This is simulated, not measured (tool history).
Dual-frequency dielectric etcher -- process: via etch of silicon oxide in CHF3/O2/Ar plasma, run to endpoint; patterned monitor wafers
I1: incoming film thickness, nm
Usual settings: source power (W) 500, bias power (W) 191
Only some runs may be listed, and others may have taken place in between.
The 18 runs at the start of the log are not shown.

Run 19, hour 1387.8: usual settings but source power (W) 440, bias power (W) 171; I1 726.1. Result: endpoint time (s) 396.
At hour 1409.3: source power generator calibrated.
Run 20, hour 1486.5: usual settings but source power (W) 380, bias power (W) 230; I1 721.7. Result: endpoint time (s) 369.
Run 21, hour 1609.8: usual settings but source power (W) 430, bias power (W) 224; I1 716.9. Result: endpoint time (s) 350.5.
Run 22, hour 1665.7: usual settings but source power (W) 460, bias power (W) 216; I1 719.1. Result: endpoint time (s) 341.3.
At hour 1700.6: wet clean of the chamber.
Run 23, hour 1718.5: usual settings but source power (W) 400, bias power (W) 168; I1 730.9. Result: endpoint time (s) 420.1.
Run 24, hour 1796.9: usual settings but source power (W) 580, bias power (W) 234; I1 719.4. Result: endpoint time (s) 306.8.
Run 25, hour 1898.7: usual settings but source power (W) 420; I1 718. Result: endpoint time (s) 382.
Run 26, hour 1944.8: usual settings but source power (W) 470, bias power (W) 176; I1 717.4. Result: endpoint time (s) 371.9.
Run 27, hour 2044.8: usual settings; I1 717.7. Result: endpoint time (s) 349.4.
Run 28, hour 2144: usual settings; I1 722.7. Result: endpoint time (s) 347.7.
Run 29, hour 2197.8: usual settings; I1 711. Result: endpoint time (s) 341.9.
At hour 2253.7: wet clean of the chamber.
Run 30, hour 2260.7: usual settings; I1 716. Result: endpoint time (s) 356.6.
Run 31, hour 2318: usual settings but bias power (W) 168; I1 722.3. Result: endpoint time (s) 375.8.

Here are 4 independent what-if runs from the current tool condition. What would each one return?
Run A, hour 2318.5: usual settings but source power (W) 570; I1 721.7. Result: endpoint time (s) ?.
Run B, hour 2318.5: usual settings but source power (W) 390, bias power (W) 209; I1 721.7. Result: endpoint time (s) ?.
Run C, hour 2318.5: usual settings but source power (W) 390, bias power (W) 211; I1 721.7. Result: endpoint time (s) ?.
Run D, hour 2318.5: usual settings but source power (W) 600, bias power (W) 151; I1 721.7. Result: endpoint time (s) ?.

run  endpoint time (s)
  A              339.7
  B                387
  C              385.5
  D              365.4
Take away the tool's hidden state, keep each run's random variation, and the runs would have read:
run  endpoint time (s)
  A              341.1
  B              388.7
  C              387.1
  D              366.9
